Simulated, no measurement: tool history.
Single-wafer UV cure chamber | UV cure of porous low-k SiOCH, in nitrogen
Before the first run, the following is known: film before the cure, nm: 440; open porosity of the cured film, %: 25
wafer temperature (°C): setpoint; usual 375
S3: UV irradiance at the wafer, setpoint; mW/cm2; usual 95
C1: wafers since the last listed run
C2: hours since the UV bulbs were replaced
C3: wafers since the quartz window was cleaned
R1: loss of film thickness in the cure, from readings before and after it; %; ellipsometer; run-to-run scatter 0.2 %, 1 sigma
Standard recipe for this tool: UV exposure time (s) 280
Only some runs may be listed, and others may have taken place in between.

run 1 hour=0 | wafer_temperature_(°C)=375 UV_exposure_time_(s)=280 S3=81 | C1=0 C2=1804.9 C3=1773 | R1=11.901
-- hour=95.5 quartz window cleaned
run 2 hour=96 | wafer_temperature_(°C)=375 UV_exposure_time_(s)=280 S3=81 | C1=582 C2=1900.9 C3=3 | R1=12.168
run 3 hour=148.9 | wafer_temperature_(°C)=375 UV_exposure_time_(s)=360 S3=118 | C1=350 C2=1953.8 C3=353 | R1=14.954
run 4 hour=214.5 | wafer_temperature_(°C)=375 UV_exposure_time_(s)=360 S3=118 | C1=434 C2=2019.4 C3=788 | R1=15.343
run 5 hour=283.1 | wafer_temperature_(°C)=375 UV_exposure_time_(s)=360 S3=118 | C1=454 C2=2088 C3=1242 | R1=15.074
run 6 hour=389.6 | wafer_temperature_(°C)=375 UV_exposure_time_(s)=280 S3=121 | C1=705 C2=2194.5 C3=1947 | R1=14.061
run 7 hour=438.2 | wafer_temperature_(°C)=375 UV_exposure_time_(s)=280 S3=121 | C1=321 C2=2243.1 C3=2269 | R1=14.164
run 8 hour=545.8 | wafer_temperature_(°C)=375 UV_exposure_time_(s)=280 S3=95 | C1=712 C2=2350.7 C3=2982 | R1=12.742
-- hour=564.9 quartz window cleaned
-- hour=588.5 UV bulbs replaced
run 9 hour=614.1 | wafer_temperature_(°C)=375 UV_exposure_time_(s)=280 S3=95 | C1=346 C2=25.6 C3=272 | R1=12.868
run 10 hour=692.6 | wafer_temperature_(°C)=389 UV_exposure_time_(s)=175 S3=59 | C1=519 C2=104.1 C3=792 | R1=8.522
run 11 hour=754.2 | wafer_temperature_(°C)=391 UV_exposure_time_(s)=130 S3=121 | C1=407 C2=165.7 C3=1200 | R1=10.689
run 12 hour=828.1 | wafer_temperature_(°C)=360 UV_exposure_time_(s)=280 S3=81 | C1=489 C2=239.6 C3=1689 | R1=11.568
run 13 hour=935.8 | wafer_temperature_(°C)=375 UV_exposure_time_(s)=380 S3=95 | C1=713 C2=347.3 C3=2403 | R1=13.908
-- hour=1026 quartz window cleaned
run 14 hour=1070.7 | wafer_temperature_(°C)=367 UV_exposure_time_(s)=280 S3=124 | C1=840 C2=482.2 C3=296 | R1=14.13
run 15 hour=1109 | wafer_temperature_(°C)=381 UV_exposure_time_(s)=445 S3=133 | C1=253 C2=520.5 C3=549 | R1=17.051
run 16 hour=1206.8 | wafer_temperature_(°C)=388 UV_exposure_time_(s)=385 S3=95 | C1=647 C2=618.3 C3=1197 | R1=15.1
run 17 hour=1257.8 | wafer_temperature_(°C)=375 UV_exposure_time_(s)=280 S3=95 | C1=337 C2=669.3 C3=1535 | R1=12.975
run 18 hour=1341.1 | wafer_temperature_(°C)=367 UV_exposure_time_(s)=280 S3=95 | C1=551 C2=752.6 C3=2086 | R1=12.512

Forecast each of these 4 alternatives for the next run:
run A hour=1341.6 | wafer_temperature_(°C)=390 UV_exposure_time_(s)=280 S3=95 | C1=3 C2=753.1 C3=2089 | R1=?
run B hour=1341.6 | wafer_temperature_(°C)=384 UV_exposure_time_(s)=280 S3=95 | C1=3 C2=753.1 C3=2089 | R1=?
run C hour=1341.6 | wafer_temperature_(°C)=363 UV_exposure_time_(s)=400 S3=69 | C1=3 C2=753.1 C3=2089 | R1=?
run D hour=1341.6 | wafer_temperature_(°C)=375 UV_exposure_time_(s)=170 S3=75 | C1=3 C2=753.1 C3=2089 | R1=?

run=A R1=12.97
run=B R1=12.853
run=C R1=12.606
run=D R1=9.216
What these runs would have given with no unlogged condition in the tool:
run=A R1=12.97
run=B R1=12.853
run=C R1=12.606
run=D R1=9.216

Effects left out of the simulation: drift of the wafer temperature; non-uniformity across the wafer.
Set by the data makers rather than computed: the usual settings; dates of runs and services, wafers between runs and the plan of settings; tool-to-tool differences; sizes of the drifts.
